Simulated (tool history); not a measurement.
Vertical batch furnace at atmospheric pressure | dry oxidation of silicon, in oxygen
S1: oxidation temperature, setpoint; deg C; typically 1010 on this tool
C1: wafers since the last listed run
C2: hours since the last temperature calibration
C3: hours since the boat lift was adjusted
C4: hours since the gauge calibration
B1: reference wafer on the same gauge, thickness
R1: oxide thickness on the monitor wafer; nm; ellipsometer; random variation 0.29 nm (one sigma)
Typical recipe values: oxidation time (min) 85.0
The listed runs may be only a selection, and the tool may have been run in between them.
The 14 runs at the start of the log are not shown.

-- day=49.792 boat lift adjusted
run 15 day=49.812 | S1=1010 oxidation_time_(min)=85.0 | C1=548 C2=4119.3 C3=0.5 C4=3049.8 | B1=55.26 | R1=60.16
-- day=50.575 gauge calibrated
run 16 day=53.175 | S1=1010 oxidation_time_(min)=85.0 | C1=829 C2=4200.0 C3=81.2 C4=62.4 | B1=55.29 | R1=60.44
run 17 day=56.312 | S1=1010 oxidation_time_(min)=108.5 | C1=774 C2=4275.3 C3=156.5 C4=137.7 | B1=55.30 | R1=70.91
run 18 day=57.862 | S1=1029 oxidation_time_(min)=85.0 | C1=382 C2=4312.5 C3=193.7 C4=174.9 | B1=55.31 | R1=71.69
run 19 day=59.533 | S1=1010 oxidation_time_(min)=85.0 | C1=412 C2=4352.6 C3=233.8 C4=215.0 | B1=55.31 | R1=61.00
run 20 day=61.229 | S1=1022 oxidation_time_(min)=109.0 | C1=418 C2=4393.3 C3=274.5 C4=255.7 | B1=55.31 | R1=80.32
run 21 day=63.042 | S1=1010 oxidation_time_(min)=85.0 | C1=447 C2=4436.8 C3=318.0 C4=299.2 | B1=55.31 | R1=60.54
run 22 day=66.771 | S1=1033 oxidation_time_(min)=85.0 | C1=920 C2=4526.3 C3=407.5 C4=388.7 | B1=55.32 | R1=74.68
run 23 day=69.325 | S1=1010 oxidation_time_(min)=85.0 | C1=630 C2=4587.6 C3=468.8 C4=450.0 | B1=55.31 | R1=60.93
run 24 day=71.742 | S1=1023 oxidation_time_(min)=58.0 | C1=596 C2=4645.6 C3=526.8 C4=508.0 | B1=55.31 | R1=53.22
-- day=77.604 thermocouples replaced and temperature profile calibrated
run 25 day=78.225 | S1=1003 oxidation_time_(min)=124.0 | C1=1353 C2=14.9 C3=682.4 C4=663.6 | B1=55.30 | R1=69.88
run 26 day=81.592 | S1=996 oxidation_time_(min)=108.5 | C1=830 C2=95.7 C3=763.2 C4=744.4 | B1=55.30 | R1=59.65
run 27 day=85.483 | S1=1010 oxidation_time_(min)=85.0 | C1=960 C2=189.1 C3=856.6 C4=837.8 | B1=55.29 | R1=57.93
run 28 day=95.029 | S1=991 oxidation_time_(min)=120.0 | C1=2356 C2=418.2 C3=1085.7 C4=1066.9 | B1=55.32 | R1=60.90
run 29 day=98.154 | S1=995 oxidation_time_(min)=70.0 | C1=771 C2=493.2 C3=1160.7 C4=1141.9 | B1=55.31 | R1=44.13
run 30 day=99.808 | S1=1010 oxidation_time_(min)=85.0 | C1=408 C2=532.9 C3=1200.4 C4=1181.6 | B1=55.27 | R1=58.56
run 31 day=101.950 | S1=1025 oxidation_time_(min)=60.5 | C1=528 C2=584.3 C3=1251.8 C4=1233.0 | B1=55.27 | R1=53.07
run 32 day=104.388 | S1=1025 oxidation_time_(min)=101.5 | C1=601 C2=642.8 C3=1310.3 C4=1291.5 | B1=55.35 | R1=75.26
run 33 day=106.929 | S1=1033 oxidation_time_(min)=56.5 | C1=627 C2=703.8 C3=1371.3 C4=1352.5 | B1=55.29 | R1=54.97
run 34 day=108.667 | S1=1001 oxidation_time_(min)=114.5 | C1=428 C2=745.5 C3=1413.0 C4=1394.2 | B1=55.29 | R1=64.81
run 35 day=111.092 | S1=1018 oxidation_time_(min)=110.0 | C1=598 C2=803.7 C3=1471.2 C4=1452.4 | B1=55.32 | R1=74.42
run 36 day=114.100 | S1=1010 oxidation_time_(min)=48.0 | C1=742 C2=875.9 C3=1543.4 C4=1524.6 | B1=55.29 | R1=40.32
run 37 day=116.529 | S1=996 oxidation_time_(min)=47.0 | C1=599 C2=934.2 C3=1601.7 C4=1582.9 | B1=55.30 | R1=34.80
run 38 day=118.483 | S1=1024 oxidation_time_(min)=52.0 | C1=482 C2=981.1 C3=1648.6 C4=1629.8 | B1=55.25 | R1=48.29
run 39 day=122.054 | S1=1023 oxidation_time_(min)=101.5 | C1=881 C2=1066.8 C3=1734.3 C4=1715.5 | B1=55.25 | R1=73.17

Here are 4 independent what-if runs from the current tool condition. What would each one return?
run A day=122.271 | S1=1010 oxidation_time_(min)=85.0 | C1=53 C2=1072.0 C3=1739.5 C4=1720.7 | B1=? | R1=?
run B day=122.271 | S1=991 oxidation_time_(min)=115.5 | C1=53 C2=1072.0 C3=1739.5 C4=1720.7 | B1=? | R1=?
run C day=122.271 | S1=1022 oxidation_time_(min)=85.0 | C1=53 C2=1072.0 C3=1739.5 C4=1720.7 | B1=? | R1=?
run D day=122.271 | S1=1017 oxidation_time_(min)=111.5 | C1=53 C2=1072.0 C3=1739.5 C4=1720.7 | B1=? | R1=?

run=A B1=55.30 R1=58.21
run=B B1=55.30 R1=59.68
run=C B1=55.30 R1=64.98
run=D B1=55.30 R1=74.40
What these runs would have given with no unlogged condition in the tool:
run=A R1=58.26
run=B R1=59.74
run=C R1=65.04
run=D R1=74.47
